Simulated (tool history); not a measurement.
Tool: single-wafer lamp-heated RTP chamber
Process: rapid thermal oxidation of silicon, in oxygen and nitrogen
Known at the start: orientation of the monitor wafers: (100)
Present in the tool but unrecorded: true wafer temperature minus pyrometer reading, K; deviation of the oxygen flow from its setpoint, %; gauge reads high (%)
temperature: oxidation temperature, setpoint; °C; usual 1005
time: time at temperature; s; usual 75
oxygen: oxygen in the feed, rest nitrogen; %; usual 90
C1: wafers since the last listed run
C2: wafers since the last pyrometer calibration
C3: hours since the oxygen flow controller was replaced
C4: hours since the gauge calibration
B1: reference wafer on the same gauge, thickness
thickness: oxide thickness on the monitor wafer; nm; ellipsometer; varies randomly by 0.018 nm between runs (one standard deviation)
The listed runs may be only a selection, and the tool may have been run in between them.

{"run": 1, "day": 0.0, "temperature": 1005, "time": 97, "oxygen": 90, "C1": 0, "C2": 2988, "C3": 3918.4, "C4": 285.5, "B1": 8.125, "thickness": 7.843}
{"run": 2, "day": 1.117, "temperature": 1005, "time": 97, "oxygen": 90, "C1": 164, "C2": 3153, "C3": 3945.2, "C4": 312.3, "B1": 8.127, "thickness": 7.81}
{"day": 2.017, "done": "gauge calibrated"}
{"run": 3, "day": 2.096, "temperature": 1005, "time": 93, "oxygen": 90, "C1": 144, "C2": 3297, "C3": 3968.7, "C4": 1.9, "B1": 8.119, "thickness": 7.721}
{"run": 4, "day": 3.1, "temperature": 1005, "time": 93, "oxygen": 90, "C1": 148, "C2": 3446, "C3": 3992.8, "C4": 26, "B1": 8.109, "thickness": 7.732}
{"run": 5, "day": 3.629, "temperature": 1005, "time": 75, "oxygen": 90, "C1": 78, "C2": 3524, "C3": 4005.5, "C4": 38.7, "B1": 8.115, "thickness": 7.005}
{"run": 6, "day": 4.154, "temperature": 1005, "time": 75, "oxygen": 90, "C1": 77, "C2": 3601, "C3": 4018.1, "C4": 51.3, "B1": 8.116, "thickness": 7.032}
{"run": 7, "day": 4.817, "temperature": 1005, "time": 75, "oxygen": 90, "C1": 97, "C2": 3699, "C3": 4034, "C4": 67.2, "B1": 8.131, "thickness": 7.03}
{"run": 8, "day": 5.504, "temperature": 1005, "time": 75, "oxygen": 90, "C1": 101, "C2": 3801, "C3": 4050.5, "C4": 83.7, "B1": 8.123, "thickness": 7.032}
{"run": 9, "day": 6.025, "temperature": 1005, "time": 75, "oxygen": 90, "C1": 76, "C2": 3877, "C3": 4063, "C4": 96.2, "B1": 8.12, "thickness": 7.051}
{"run": 10, "day": 7.242, "temperature": 1005, "time": 75, "oxygen": 90, "C1": 179, "C2": 4057, "C3": 4092.2, "C4": 125.4, "B1": 8.122, "thickness": 7.044}
{"run": 11, "day": 8.225, "temperature": 1005, "time": 87, "oxygen": 90, "C1": 145, "C2": 4202, "C3": 4115.8, "C4": 149, "B1": 8.113, "thickness": 7.563}
{"run": 12, "day": 9.042, "temperature": 1005, "time": 75, "oxygen": 90, "C1": 120, "C2": 4323, "C3": 4135.4, "C4": 168.6, "B1": 8.116, "thickness": 7.048}
{"day": 10.4, "done": "pyrometer window cleaned and pyrometer calibrated"}
{"run": 13, "day": 10.421, "temperature": 984, "time": 75, "oxygen": 90, "C1": 154, "C2": 2, "C3": 4168.5, "C4": 201.7, "B1": 8.122, "thickness": 5.899}

The next listed run, before its measurement:
{"run": 14, "day": 10.975, "temperature": 1005, "time": 75, "oxygen": 90, "C1": 81, "C2": 84, "C3": 4181.8, "C4": 215, "B1": "?", "thickness": "?"}

Logged for run 14: B1 8.116, thickness 6.888 nm.
Without the tool's hidden state the same run would have given thickness 6.883 nm.

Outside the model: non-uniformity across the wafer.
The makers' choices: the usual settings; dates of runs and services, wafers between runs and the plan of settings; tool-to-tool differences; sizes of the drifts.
